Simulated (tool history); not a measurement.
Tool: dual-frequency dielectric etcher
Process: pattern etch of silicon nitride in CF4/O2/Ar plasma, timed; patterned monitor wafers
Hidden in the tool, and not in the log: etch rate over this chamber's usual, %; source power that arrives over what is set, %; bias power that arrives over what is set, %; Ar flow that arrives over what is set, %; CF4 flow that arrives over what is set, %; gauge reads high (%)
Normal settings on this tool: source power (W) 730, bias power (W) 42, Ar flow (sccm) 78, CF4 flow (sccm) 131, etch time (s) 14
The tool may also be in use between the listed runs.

run	hour	source power (W)	bias power (W)	Ar flow (sccm)	CF4 flow (sccm)	etch time (s)	wafers since the last listed run	hours since the last wet clean	hours since the last source power generator calibration	hours since the last bias power generator calibration	hours since the last Ar flow controller change	hours since the last CF4 flow controller change	hours since the last upper electrode change	hours since the gauge calibration	read-back reference wafer on the same gauge, depth_nm	mean etch depth across the wafer (nm)
1	0	730	42	78	131	14	0	234.2	3665.2	3925.1	848	5184.1	180.4	2591.1	45.01	39.98
2	101.3	730	42	78	154	14	2067	335.5	3766.5	4026.4	949.3	5285.4	281.7	2692.4	45.12	40.72
# hour 108.6: CF4 flow controller replaced
# hour 144.4: source power generator calibrated
3	147.1	730	34	96	131	13	730	381.3	2.7	4072.2	995.1	38.5	327.5	2738.2	45.06	31.96
4	236.9	730	37	72	131	14	1832	471.1	92.5	4162	1084.9	128.3	417.3	2828	45.13	36.45
5	280.9	890	42	93	131	11	897	515.1	136.5	4206	1128.9	172.3	461.3	2872	45.26	34.96
# hour 368: bias power generator calibrated
6	380.9	730	48	78	107	14	1959	615.1	236.5	12.9	1228.9	272.3	561.3	2972	45.19	37.95
# hour 442.6: gauge calibrated
# hour 442.9: wet clean of the chamber
7	469.4	730	42	84	131	14	1316	26.5	325	101.4	1317.4	360.8	649.8	26.8	45.11	37.42
8	539.3	730	38	78	131	14	1426	96.4	394.9	171.3	1387.3	430.7	719.7	96.7	45.12	36.79
9	577.8	730	42	88	131	16.5	785	134.9	433.4	209.8	1425.8	469.2	758.2	135.2	45.16	43.87
10	641.3	730	42	78	131	14	1295	198.4	496.9	273.3	1489.3	532.7	821.7	198.7	45.1	37.68
# hour 664.1: Ar flow controller replaced
11	679.5	730	33	78	131	14	657	236.6	535.1	311.5	15.4	570.9	859.9	236.9	45.16	35.09
12	768	730	42	78	131	14	1806	325.1	623.6	400	103.9	659.4	948.4	325.4	45.07	37.51
13	825.9	730	50	78	109	14	1181	383	681.5	457.9	161.8	717.3	1006.3	383.3	45.05	38.6
14	918	590	47	62	157	14	1879	475.1	773.6	550	253.9	809.4	1098.4	475.4	45.12	33.61
# hour 1025.8: wet clean of the chamber
15	1026.3	730	42	88	131	14	1720	0.5	881.9	658.3	362.2	917.7	1206.7	583.7	45.05	37.45
16	1081.8	730	42	72	114	17.5	1132	56	937.4	713.8	417.7	973.2	1262.2	639.2	45.19	46.82

Run 17 comes next. What will it give?
17	1147.5	730	42	78	131	14	1340	121.7	1003.1	779.5	483.4	1038.9	1327.9	704.9	?	?

{"run 17": {"read-back reference wafer on the same gauge, depth_nm": 45.12, "mean etch depth across the wafer (nm)": 37.53}}
With the hidden condition absent and the run-to-run variation left alone, this run would have shown mean etch depth across the wafer (nm) 37.42.
